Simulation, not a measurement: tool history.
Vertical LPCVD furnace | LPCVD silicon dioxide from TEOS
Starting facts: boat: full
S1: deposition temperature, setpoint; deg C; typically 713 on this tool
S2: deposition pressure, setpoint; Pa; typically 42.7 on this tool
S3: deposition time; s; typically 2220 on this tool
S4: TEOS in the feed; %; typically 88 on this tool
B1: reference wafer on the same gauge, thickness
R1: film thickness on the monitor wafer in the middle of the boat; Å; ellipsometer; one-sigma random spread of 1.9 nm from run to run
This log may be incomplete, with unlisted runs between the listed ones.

{"run": 1, "hour": 0.0, "S1": 713, "S2": 42.7, "S3": 2220, "S4": 88, "B1": 451.32, "R1": 5274.8}
{"run": 2, "hour": 289.7, "S1": 713, "S2": 42.7, "S3": 1590, "S4": 76, "B1": 451.21, "R1": 3515.7}
{"run": 3, "hour": 342.6, "S1": 713, "S2": 42.7, "S3": 1590, "S4": 76, "B1": 450.24, "R1": 3519.2}
{"run": 4, "hour": 398.7, "S1": 713, "S2": 42.7, "S3": 1590, "S4": 76, "B1": 451.46, "R1": 3514.7}
{"run": 5, "hour": 444.7, "S1": 713, "S2": 42.7, "S3": 2220, "S4": 88, "B1": 451.32, "R1": 5297.3}
{"hour": 540.6, "done": "thermocouples replaced and temperature profile calibrated"}
{"run": 6, "hour": 541.1, "S1": 713, "S2": 42.7, "S3": 2220, "S4": 88, "B1": 451.27, "R1": 5083}
{"hour": 610.5, "done": "pressure gauge zeroed"}
{"run": 7, "hour": 619.5, "S1": 713, "S2": 42.7, "S3": 2220, "S4": 88, "B1": 450.09, "R1": 5094.8}
{"run": 8, "hour": 696.1, "S1": 713, "S2": 42.7, "S3": 2220, "S4": 93, "B1": 450.8, "R1": 5253.6}
{"run": 9, "hour": 800.4, "S1": 713, "S2": 42.7, "S3": 2220, "S4": 93, "B1": 450.39, "R1": 5268.8}
{"run": 10, "hour": 897.8, "S1": 713, "S2": 42.7, "S3": 2220, "S4": 93, "B1": 451.33, "R1": 5267.4}
{"run": 11, "hour": 958.4, "S1": 713, "S2": 42.7, "S3": 2220, "S4": 88, "B1": 450.69, "R1": 5161.1}
{"run": 12, "hour": 1010.2, "S1": 713, "S2": 42.7, "S3": 2220, "S4": 88, "B1": 451.47, "R1": 5123.7}
{"run": 13, "hour": 1315.4, "S1": 721, "S2": 34.7, "S3": 2520, "S4": 88, "B1": 451.43, "R1": 6268.8}
{"run": 14, "hour": 1409.2, "S1": 713, "S2": 42.7, "S3": 2220, "S4": 71, "B1": 451.89, "R1": 4635.8}
{"run": 15, "hour": 1481.0, "S1": 713, "S2": 42.7, "S3": 2880, "S4": 88, "B1": 450.01, "R1": 6679.9}
{"run": 16, "hour": 1520.2, "S1": 704, "S2": 42.7, "S3": 2220, "S4": 88, "B1": 451.14, "R1": 4258.2}
{"run": 17, "hour": 1564.8, "S1": 709, "S2": 33.3, "S3": 1890, "S4": 97, "B1": 450.79, "R1": 3740.5}
{"run": 18, "hour": 1638.7, "S1": 706, "S2": 38, "S3": 2220, "S4": 88, "B1": 450.56, "R1": 4196}
{"hour": 1677.9, "done": "TEOS flow controller replaced"}
{"run": 19, "hour": 1690.0, "S1": 725, "S2": 42.7, "S3": 2220, "S4": 76, "B1": 451.19, "R1": 6333.7}
{"run": 20, "hour": 1746.1, "S1": 713, "S2": 52.7, "S3": 3060, "S4": 88, "B1": 451.02, "R1": 7984.2}
{"run": 21, "hour": 1816.0, "S1": 724, "S2": 35.3, "S3": 2850, "S4": 72, "B1": 451.03, "R1": 7033.2}
{"hour": 1903.1, "done": "gauge calibrated"}
{"run": 22, "hour": 1908.7, "S1": 713, "S2": 42.7, "S3": 2220, "S4": 88, "B1": 450.28, "R1": 5216.6}
{"run": 23, "hour": 1986.9, "S1": 709, "S2": 32.7, "S3": 1350, "S4": 97, "B1": 451.5, "R1": 2678.6}
{"run": 24, "hour": 2045.5, "S1": 713, "S2": 32.7, "S3": 2220, "S4": 88, "B1": 450.57, "R1": 4576.7}
{"run": 25, "hour": 2145.8, "S1": 713, "S2": 42.7, "S3": 2220, "S4": 88, "B1": 450.82, "R1": 5245.2}
{"run": 26, "hour": 2187.3, "S1": 713, "S2": 42.7, "S3": 2220, "S4": 88, "B1": 451.53, "R1": 5243.2}
{"run": 27, "hour": 2273.7, "S1": 705, "S2": 40, "S3": 1710, "S4": 80, "B1": 450.42, "R1": 3123.1}
{"run": 28, "hour": 2349.5, "S1": 713, "S2": 42.7, "S3": 2550, "S4": 88, "B1": 451.34, "R1": 6018.5}
{"run": 29, "hour": 2450.3, "S1": 713, "S2": 46, "S3": 2220, "S4": 97, "B1": 450.94, "R1": 5756.3}
{"hour": 2572.6, "done": "thermocouples replaced and temperature profile calibrated"}
{"run": 30, "hour": 2573.1, "S1": 713, "S2": 42.7, "S3": 2700, "S4": 81, "B1": 451.31, "R1": 5946.6}
{"run": 31, "hour": 2636.4, "S1": 705, "S2": 52, "S3": 1440, "S4": 81, "B1": 450.3, "R1": 2890.3}
{"run": 32, "hour": 2705.7, "S1": 713, "S2": 42.7, "S3": 2220, "S4": 88, "B1": 451.49, "R1": 5070.8}

Below are 3 alternative next runs, each starting from the tool's condition after run 32. Predict each:
{"run": "A", "hour": 2709.2, "S1": 719, "S2": 42.7, "S3": 2220, "S4": 88, "B1": "?", "R1": "?"}
{"run": "B", "hour": 2709.2, "S1": 713, "S2": 50.7, "S3": 2850, "S4": 88, "B1": "?", "R1": "?"}
{"run": "C", "hour": 2709.2, "S1": 713, "S2": 42.7, "S3": 2220, "S4": 97, "B1": "?", "R1": "?"}

run=A B1=451.03 R1=5863.3
run=B B1=451.03 R1=7167
run=C B1=451.03 R1=5378.6
With no hidden state in the tool, these same runs would have given:
run=A R1=5833.5
run=B R1=7130.1
run=C R1=5350.9
